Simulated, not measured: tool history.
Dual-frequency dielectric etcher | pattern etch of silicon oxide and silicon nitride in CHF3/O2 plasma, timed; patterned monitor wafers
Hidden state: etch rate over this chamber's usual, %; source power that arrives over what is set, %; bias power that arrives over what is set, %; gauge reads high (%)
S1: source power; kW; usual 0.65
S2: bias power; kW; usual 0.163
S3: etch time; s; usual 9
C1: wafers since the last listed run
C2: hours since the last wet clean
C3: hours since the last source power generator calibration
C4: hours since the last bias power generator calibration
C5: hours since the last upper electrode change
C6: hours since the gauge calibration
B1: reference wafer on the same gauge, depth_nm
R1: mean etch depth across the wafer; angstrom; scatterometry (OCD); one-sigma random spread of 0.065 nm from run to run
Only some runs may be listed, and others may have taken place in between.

run	hour	S1	S2	S3	C1	C2	C3	C4	C5	C6	B1	R1
1	0	0.65	0.163	10	0	275.2	3144.5	832.1	1562.7	1071	14.5	139.2
2	71.9	0.65	0.192	9	972	347.1	3216.4	904	1634.6	1142.9	14.5	131.6
# hour 146.2: wet clean of the chamber
3	146.7	0.65	0.192	9	687	0.5	3291.2	978.8	1709.4	1217.7	14.48	131.8
4	186.4	0.65	0.163	9	537	40.2	3330.9	1018.5	1749.1	1257.4	14.47	124.5
5	230.6	0.65	0.163	9	597	84.4	3375.1	1062.7	1793.3	1301.6	14.5	124.7
6	281.8	0.65	0.163	9	692	135.6	3426.3	1113.9	1844.5	1352.8	14.51	124.3
7	350.4	0.65	0.163	9	928	204.2	3494.9	1182.5	1913.1	1421.4	14.49	125.3
8	417.2	0.65	0.163	9	903	271	3561.7	1249.3	1979.9	1488.2	14.5	124.1
# hour 442.6: gauge calibrated
9	450.9	0.65	0.163	9	455	304.7	3595.4	1283	2013.6	8.3	14.51	125.7
10	483.4	0.65	0.163	9	439	337.2	3627.9	1315.5	2046.1	40.8	14.48	125
11	521.2	0.65	0.163	9	511	375	3665.7	1353.3	2083.9	78.6	14.5	123.8
12	578	0.65	0.196	9	768	431.8	3722.5	1410.1	2140.7	135.4	14.48	131.7
# hour 610.4: source power generator calibrated
13	629	0.54	0.136	10.5	635	482.8	18.6	1461.1	2191.7	186.4	14.49	131
# hour 684.8: wet clean of the chamber
# hour 692.2: bias power generator calibrated
14	692.7	0.65	0.163	9	482	7.9	82.3	0.5	2255.4	250.1	14.47	127.1
# hour 778.9: upper electrode replaced
15	779.4	0.5	0.163	6.5	848	94.6	169	87.2	0.5	336.8	14.46	85.1
16	825.1	0.81	0.138	7.5	618	140.3	214.7	132.9	46.2	382.5	14.46	105.6
17	1009.1	0.65	0.163	9	2489	324.3	398.7	316.9	230.2	566.5	14.52	126.1
18	1057.2	0.65	0.163	9	650	372.4	446.8	365	278.3	614.6	14.54	124.9
19	1112.3	0.65	0.163	9	745	427.5	501.9	420.1	333.4	669.7	14.52	125.5
20	1141.5	0.71	0.163	9	395	456.7	531.1	449.3	362.6	698.9	14.49	128.4
21	1171	0.65	0.123	9	399	486.2	560.6	478.8	392.1	728.4	14.51	114.8
# hour 1229.3: wet clean of the chamber
22	1240.7	0.65	0.163	9	618	11.4	630.3	548.5	461.8	798.1	14.5	123.8
23	1295.6	0.65	0.163	9	742	66.3	685.2	603.4	516.7	853	14.49	124.2
24	1335	0.65	0.163	8	532	105.7	724.6	642.8	556.1	892.4	14.52	110.4
25	1486	0.74	0.15	10.5	2042	256.7	875.6	793.8	707.1	1043.4	14.52	146.4
26	1514.8	0.79	0.163	7	389	285.5	904.4	822.6	735.9	1072.2	14.51	103
27	1580.6	0.65	0.192	7.5	890	351.3	970.2	888.4	801.7	1138	14.52	109.7
28	1625.8	0.65	0.195	10	611	396.5	1015.4	933.6	846.9	1183.2	14.48	146.2
29	1655	0.51	0.185	11	395	425.7	1044.6	962.8	876.1	1212.4	14.52	148.8
30	1683.6	0.79	0.152	7	386	454.3	1073.2	991.4	904.7	1241	14.51	99.3

The same runs without the tool's hidden state, with the same run-to-run variation:
run	R1
1	141
2	133.5
3	133.7
4	126.4
5	126.5
6	126.2
7	127.2
8	126.1
9	127.7
10	127
11	125.8
12	134
13	133.1
14	127.2
15	85.3
16	106
17	127.1
18	126
19	126.7
20	129.7
21	115.9
22	125.2
23	125.7
24	111.7
25	148.3
26	104.4
27	111.4
28	148.5
29	151.1
30	100.7
